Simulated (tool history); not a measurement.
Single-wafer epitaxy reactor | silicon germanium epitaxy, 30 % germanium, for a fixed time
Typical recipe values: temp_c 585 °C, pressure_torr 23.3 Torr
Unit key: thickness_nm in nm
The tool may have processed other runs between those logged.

run    hour  temp_c  pressure_torr  wafers since the last listed run  hours since the last pyrometer calibration  hours since the last manometer calibration  hours since the showerhead was replaced  hours since the gauge calibration  read-back reference wafer on the same gauge, thickness_nm  thickness_nm
  1     0.0     585           23.3                                 0                                      1289.4                                       228.6                                   2606.7                             1397.7                                                     49.793        44.791
  2    62.7     585           23.3                               976                                      1352.1                                       291.3                                   2669.4                             1460.4                                                     49.845        44.821
  3   116.0     575           23.3                               829                                      1405.4                                       344.6                                   2722.7                             1513.7                                                     49.791        36.797
  4   184.4     575           23.3                              1065                                      1473.8                                       413.0                                   2791.1                             1582.1                                                     49.802        36.731
  5   226.4     592           23.3                               654                                      1515.8                                       455.0                                   2833.1                             1624.1                                                     49.773        51.024
  6   257.2     585           23.3                               479                                      1546.6                                       485.8                                   2863.9                             1654.9                                                     49.847        44.772
  7   326.2     591           23.3                              1074                                      1615.6                                       554.8                                   2932.9                             1723.9                                                     49.737        50.131
  8   380.0     591           23.3                               837                                      1669.4                                       608.6                                   2986.7                             1777.7                                                     49.786        50.062
      405.1  -- gauge calibrated
  9   451.0     591           23.3                              1105                                      1740.4                                       679.6                                   3057.7                               45.9                                                     49.795        50.077
 10   479.2     585           23.3                               439                                      1768.6                                       707.8                                   3085.9                               74.1                                                     49.810        44.725
 11   511.1     590           26.2                               496                                      1800.5                                       739.7                                   3117.8                              106.0                                                     49.775        51.394
      562.3  -- showerhead replaced
 12   571.5     585           19.7                               815                                      1860.9                                       800.1                                      9.2                              166.4                                                     49.749        41.538
 13   597.0     575           23.3                               397                                      1886.4                                       825.6                                     34.7                              191.9                                                     49.771        36.667
 14   655.0     579           18.8                               903                                      1944.4                                       883.6                                     92.7                              249.9                                                     49.801        36.220
      715.3  -- capacitance manometer re-zeroed and calibrated
 15   865.4     579           21.5                              3151                                      2154.8                                       150.1                                    303.1                              460.3                                                     49.827        38.469
 16   903.2     576           25.2                               588                                      2192.6                                       187.9                                    340.9                              498.1                                                     49.828        38.660
 17   970.6     596           18.5                              1049                                      2260.0                                       255.3                                    408.3                              565.5                                                     49.783        50.006
     1016.8  -- pyrometer calibrated
 18  1017.1     585           21.5                               599                                         0.3                                       301.8                                    454.8                              612.0                                                     49.812        44.083
 19  1054.2     591           18.5                               577                                        37.4                                       338.9                                    491.9                              649.1                                                     49.825        46.507
 20  1085.8     575           20.3                               492                                        69.0                                       370.5                                    523.5                              680.7                                                     49.878        35.424
 21  1111.6     591           18.5                               401                                        94.8                                       396.3                                    549.3                              706.5                                                     49.784        46.203
 22  1150.3     585           25.0                               602                                       133.5                                       435.0                                    588.0                              745.2                                                     49.841        46.862
 23  1211.4     592           17.8                               951                                       194.6                                       496.1                                    649.1                              806.3                                                     49.786        46.476
 24  1273.4     585           23.3                               965                                       256.6                                       558.1                                    711.1                              868.3                                                     49.817        45.266
 25  1304.5     590           26.2                               484                                       287.7                                       589.2                                    742.2                              899.4                                                     49.759        52.476
 26  1348.2     585           23.3                               680                                       331.4                                       632.9                                    785.9                              943.1                                                     49.808        45.184
 27  1391.9     593           23.3                               680                                       375.1                                       676.6                                    829.6                              986.8                                                     49.770        53.120
 28  1433.5     589           18.2                               647                                       416.7                                       718.2                                    871.2                             1028.4                                                     49.821        44.044
 29  1505.0     589           20.9                              1113                                       488.2                                       789.7                                    942.7                             1099.9                                                     49.857        46.526
 30  1563.9     585           23.3                               917                                       547.1                                       848.6                                   1001.6                             1158.8                                                     49.807        45.133
 31  1598.6     585           23.3                               540                                       581.8                                       883.3                                   1036.3                             1193.5                                                     49.815        45.294
     1606.7  -- capacitance manometer re-zeroed and calibrated
 32  1657.6     585           23.3                               794                                       640.8                                        50.9                                   1095.3                             1252.5                                                     49.809        45.073
 33  1686.1     585           17.6                               443                                       669.3                                        79.4                                   1123.8                             1281.0                                                     49.806        40.040
 34  1716.4     585           23.3                               471                                       699.6                                       109.7                                   1154.1                             1311.3                                                     49.730        44.939

Forecast each of these 5 alternatives for the next run:
  A  1716.8     585           23.3                                 6                                       700.0                                       110.1                                   1154.5                             1311.7                                                          ?             ?
  B  1716.8     594           18.7                                 6                                       700.0                                       110.1                                   1154.5                             1311.7                                                          ?             ?
  C  1716.8     593           19.4                                 6                                       700.0                                       110.1                                   1154.5                             1311.7                                                          ?             ?
  D  1716.8     574           27.7                                 6                                       700.0                                       110.1                                   1154.5                             1311.7                                                          ?             ?
  E  1716.8     579           23.3                                 6                                       700.0                                       110.1                                   1154.5                             1311.7                                                          ?             ?

run  read-back reference wafer on the same gauge, thickness_nm  thickness_nm
  A                                                     49.753        44.988
  B                                                     49.753        48.733
  C                                                     49.753        48.564
  D                                                     49.753        38.972
  E                                                     49.753        40.029
Had the tool no hidden state, the same runs would have come out as:
run  thickness_nm
  A        45.883
  B        49.682
  C        49.512
  D        39.768
  E        40.837
